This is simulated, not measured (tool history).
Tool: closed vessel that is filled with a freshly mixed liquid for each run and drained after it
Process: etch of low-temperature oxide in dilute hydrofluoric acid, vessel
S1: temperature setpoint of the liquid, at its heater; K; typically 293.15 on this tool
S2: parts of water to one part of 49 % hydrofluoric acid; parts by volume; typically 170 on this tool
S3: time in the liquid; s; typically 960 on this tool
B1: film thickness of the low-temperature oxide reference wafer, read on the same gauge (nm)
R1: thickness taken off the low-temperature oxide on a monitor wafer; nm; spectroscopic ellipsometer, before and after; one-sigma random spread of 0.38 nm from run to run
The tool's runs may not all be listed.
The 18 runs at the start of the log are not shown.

{"run": 19, "hour": 473.1, "S1": 293.15, "S2": 140, "S3": 1345, "B1": 149.64, "R1": 94.08}
{"run": 20, "hour": 498.4, "S1": 296.65, "S2": 195, "S3": 1380, "B1": 149.24, "R1": 75.35}
{"run": 21, "hour": 520.0, "S1": 293.15, "S2": 135, "S3": 960, "B1": 148.92, "R1": 70.15}
{"run": 22, "hour": 543.8, "S1": 293.15, "S2": 170, "S3": 960, "B1": 148.63, "R1": 53.92}
{"run": 23, "hour": 569.6, "S1": 291.15, "S2": 170, "S3": 1355, "B1": 148.29, "R1": 68.99}
{"run": 24, "hour": 591.8, "S1": 293.15, "S2": 170, "S3": 960, "B1": 148.04, "R1": 53}
{"run": 25, "hour": 618.3, "S1": 293.15, "S2": 255, "S3": 425, "B1": 147.77, "R1": 14.51}
{"run": 26, "hour": 632.7, "S1": 291.15, "S2": 240, "S3": 695, "B1": 147.63, "R1": 23.42}
{"run": 27, "hour": 659.7, "S1": 293.15, "S2": 170, "S3": 960, "B1": 147.36, "R1": 52.75}
{"run": 28, "hour": 694.3, "S1": 293.15, "S2": 170, "S3": 540, "B1": 147.06, "R1": 30.08}
{"run": 29, "hour": 718.7, "S1": 293.15, "S2": 170, "S3": 500, "B1": 146.86, "R1": 27.77}
{"run": 30, "hour": 733.7, "S1": 293.15, "S2": 170, "S3": 960, "B1": 146.74, "R1": 52.74}
{"run": 31, "hour": 759.7, "S1": 290.65, "S2": 90, "S3": 405, "B1": 146.56, "R1": 41.45}

Predict each of these 5 candidate next runs independently; none follows another, all start after run 31:
{"run": "A", "hour": 760.6, "S1": 293.15, "S2": 170, "S3": 960, "B1": "?", "R1": "?"}
{"run": "B", "hour": 760.6, "S1": 297.15, "S2": 240, "S3": 1275, "B1": "?", "R1": "?"}
{"run": "C", "hour": 760.6, "S1": 290.65, "S2": 205, "S3": 960, "B1": "?", "R1": "?"}
{"run": "D", "hour": 760.6, "S1": 293.15, "S2": 90, "S3": 960, "B1": "?", "R1": "?"}
{"run": "E", "hour": 760.6, "S1": 290.15, "S2": 95, "S3": 735, "B1": "?", "R1": "?"}

run=A B1=146.55 R1=52.64
run=B B1=146.55 R1=53.6
run=C B1=146.55 R1=38.24
run=D B1=146.55 R1=108.33
run=E B1=146.55 R1=68.94
Had the tool no hidden state, the same runs would have come out as:
run=A R1=53.88
run=B R1=54.86
run=C R1=39.14
run=D R1=110.89
run=E R1=70.56

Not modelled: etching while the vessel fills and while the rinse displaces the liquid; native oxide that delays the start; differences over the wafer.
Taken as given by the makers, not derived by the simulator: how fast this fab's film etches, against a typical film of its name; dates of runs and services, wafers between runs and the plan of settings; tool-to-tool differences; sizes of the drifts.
